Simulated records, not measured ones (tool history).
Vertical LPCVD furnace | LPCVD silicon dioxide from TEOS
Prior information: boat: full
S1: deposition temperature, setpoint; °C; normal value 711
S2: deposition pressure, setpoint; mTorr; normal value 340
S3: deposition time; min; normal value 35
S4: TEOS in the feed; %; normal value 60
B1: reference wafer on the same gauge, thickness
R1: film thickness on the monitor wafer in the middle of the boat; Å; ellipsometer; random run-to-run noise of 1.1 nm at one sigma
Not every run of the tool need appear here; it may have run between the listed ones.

run	day	S1	S2	S3	S4	B1	R1
1	0	711	340	35	60	350.12	3443.5
2	1.012	711	340	35	53	350.09	3226.8
3	1.65	711	340	35	53	350.17	3241.5
4	2.525	711	340	35	60	349.65	3439
5	3.479	704	340	30.5	60	350.31	2559.2
6	4.967	711	340	35	60	350.05	3455.9
# day 5.521: gauge calibrated
7	5.812	711	340	35	60	349.91	3436.3
8	6.796	711	340	35	60	350.14	3429.8
9	7.429	711	340	35	60	350	3439.3
10	8.033	711	340	35	60	349.75	3447.6
11	8.567	711	340	35	60	350.03	3447.4
12	9.504	711	340	35	60	350.47	3449.1
13	10.6	711	340	35	60	349.88	3460.7
14	11.292	711	385	35	54	350.03	3490.4
15	12.033	720	265	48.5	64	350.15	5308.5
# day 13.417: thermocouples replaced and temperature profile calibrated
# day 14.267: TEOS flow controller replaced
16	14.288	711	280	35	60	350.33	2929.4
17	14.504	711	270	35	70	349.87	3101.6
18	15.079	711	340	35	60	349.7	3236.8
19	16.038	701	275	35	57	350.1	2254.7
20	17.162	711	340	35	60	350.3	3246.9
# day 17.3: gauge calibrated
# day 18.167: pressure gauge zeroed
21	18.629	711	365	35	60	349.88	3383.7
22	19.45	718	340	35	60	350.33	3806.2
23	20.867	711	340	35	60	350.2	3266.3
24	21.596	711	340	35	60	350.13	3283
25	22.358	699	405	35	49	350.11	2438.8
26	23.3	714	340	44.5	67	349.6	4732
27	24.217	711	340	35	60	349.52	3283.6

Run by run, hidden condition taken away, random variation retained:
The hidden state here: true tube temperature minus thermocouple reading, K; true pressure minus gauge reading, mTorr; deviation of the TEOS flow from its setpoint, %; gauge reads high (%).
run	R1
1	3163.5
2	2963.9
3	2977.2
4	3158.2
5	2347
6	3172.7
7	3154.3
8	3148
9	3156.5
10	3163.9
11	3163.5
12	3164.7
13	3174.9
14	3201.9
15	4877.1
16	2875.6
17	3043.1
18	3171.5
19	2203.4
20	3166.6
21	3289.9
22	3696
23	3161.4
24	3173.2
25	2351.7
26	4560.2
27	3158.5

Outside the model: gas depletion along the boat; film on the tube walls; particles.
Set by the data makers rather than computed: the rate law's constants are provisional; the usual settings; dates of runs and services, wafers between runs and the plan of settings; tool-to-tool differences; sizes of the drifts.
